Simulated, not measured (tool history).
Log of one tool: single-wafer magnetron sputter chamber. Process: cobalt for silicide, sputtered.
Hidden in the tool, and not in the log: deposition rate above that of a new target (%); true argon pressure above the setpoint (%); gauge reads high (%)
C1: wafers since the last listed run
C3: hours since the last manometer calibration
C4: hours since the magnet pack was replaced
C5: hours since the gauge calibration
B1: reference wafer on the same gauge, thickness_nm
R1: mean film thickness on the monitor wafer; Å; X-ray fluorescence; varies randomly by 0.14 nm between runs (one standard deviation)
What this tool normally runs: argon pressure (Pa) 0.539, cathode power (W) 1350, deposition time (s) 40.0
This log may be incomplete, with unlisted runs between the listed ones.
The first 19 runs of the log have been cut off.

Run 20, hour 508.4: usual settings but argon pressure (Pa) 0.714, deposition time (s) 45.0; C1 495; wafers on the sputter target 1544; C3 180.5; C4 293.4; C5 27.1; B1 20.122. Result: R1 252.26 Å.
Run 21, hour 528.1: usual settings but deposition time (s) 47.9; C1 361; wafers on the sputter target 1905; C3 200.2; C4 313.1; C5 46.8; B1 20.105. Result: R1 292.30 Å.
Run 22, hour 555.2: usual settings but argon pressure (Pa) 0.327, deposition time (s) 37.3; C1 497; wafers on the sputter target 2403; C3 227.3; C4 340.2; C5 73.9; B1 20.122. Result: R1 248.55 Å.
Run 23, hour 569.3: usual settings; C1 258; wafers on the sputter target 2661; C3 241.4; C4 354.3; C5 88.0; B1 20.098. Result: R1 239.39 Å.
Run 24, hour 586.2: usual settings but argon pressure (Pa) 0.343, cathode power (W) 1550, deposition time (s) 44.2; C1 310; wafers on the sputter target 2971; C3 258.3; C4 371.2; C5 104.9; B1 20.108. Result: R1 309.76 Å.
Run 25, hour 621.1: usual settings; C1 640; wafers on the sputter target 3612; C3 293.2; C4 406.1; C5 139.8; B1 20.100. Result: R1 240.28 Å.
At hour 647.4: sputter target and shields replaced.
Run 26, hour 647.9: usual settings but argon pressure (Pa) 0.421, deposition time (s) 32.3; C1 344; wafers on the sputter target 8; C3 320.0; C4 432.9; C5 166.6; B1 20.107. Result: R1 207.20 Å.
Run 27, hour 667.9: usual settings; C1 367; wafers on the sputter target 375; C3 340.0; C4 452.9; C5 186.6; B1 20.068. Result: R1 243.72 Å.
Run 28, hour 699.7: usual settings but argon pressure (Pa) 0.731, cathode power (W) 1650, deposition time (s) 46.9; C1 583; wafers on the sputter target 959; C3 371.8; C4 484.7; C5 218.4; B1 20.090. Result: R1 295.59 Å.
Run 29, hour 752.5: usual settings but argon pressure (Pa) 0.458, cathode power (W) 1500; C1 968; wafers on the sputter target 1928; C3 424.6; C4 537.5; C5 271.2; B1 20.097. Result: R1 266.24 Å.
Run 30, hour 778.6: usual settings but argon pressure (Pa) 0.687, cathode power (W) 1200, deposition time (s) 46.5; C1 478; wafers on the sputter target 2407; C3 450.7; C4 563.6; C5 297.3; B1 20.121. Result: R1 248.27 Å.
Run 31, hour 809.4: usual settings but argon pressure (Pa) 0.714, cathode power (W) 1100, deposition time (s) 37.3; C1 565; wafers on the sputter target 2972; C3 481.5; C4 594.4; C5 328.1; B1 20.062. Result: R1 187.38 Å.
Run 32, hour 828.9: usual settings; C1 357; wafers on the sputter target 3330; C3 501.0; C4 613.9; C5 347.6; B1 20.084. Result: R1 239.97 Å.
Run 33, hour 848.8: usual settings but argon pressure (Pa) 0.672, cathode power (W) 1600, deposition time (s) 44.7; C1 365; wafers on the sputter target 3695; C3 520.9; C4 633.8; C5 367.5; B1 20.101. Result: R1 278.66 Å.
At hour 866.5: sputter target and shields replaced.
Run 34, hour 870.1: usual settings but cathode power (W) 1650; C1 244; wafers on the sputter target 66; C3 542.2; C4 655.1; C5 388.8; B1 20.081. Result: R1 277.80 Å.
Run 35, hour 885.9: usual settings; C1 289; wafers on the sputter target 355; C3 558.0; C4 670.9; C5 404.6; B1 20.090. Result: R1 246.61 Å.

Forecast each of these 4 alternatives for the next run:
Run A, hour 886.3: usual settings; C1 7; wafers on the sputter target 363; C3 558.4; C4 671.3; C5 405.0; B1 ?. Result: R1 ?.
Run B, hour 886.3: usual settings but argon pressure (Pa) 0.384, cathode power (W) 1200, deposition time (s) 37.6; C1 7; wafers on the sputter target 363; C3 558.4; C4 671.3; C5 405.0; B1 ?. Result: R1 ?.
Run C, hour 886.3: usual settings but argon pressure (Pa) 0.713, cathode power (W) 1150; C1 7; wafers on the sputter target 363; C3 558.4; C4 671.3; C5 405.0; B1 ?. Result: R1 ?.
Run D, hour 886.3: usual settings but argon pressure (Pa) 0.733, cathode power (W) 1200; C1 7; wafers on the sputter target 363; C3 558.4; C4 671.3; C5 405.0; B1 ?. Result: R1 ?.

run      B1      R1
  A  20.108  244.58
  B  20.108  231.05
  C  20.108  209.58
  D  20.108  212.33
What these runs would have given with no unlogged condition in the tool:
run      R1
  A  245.73
  B  232.13
  C  210.56
  D  213.32

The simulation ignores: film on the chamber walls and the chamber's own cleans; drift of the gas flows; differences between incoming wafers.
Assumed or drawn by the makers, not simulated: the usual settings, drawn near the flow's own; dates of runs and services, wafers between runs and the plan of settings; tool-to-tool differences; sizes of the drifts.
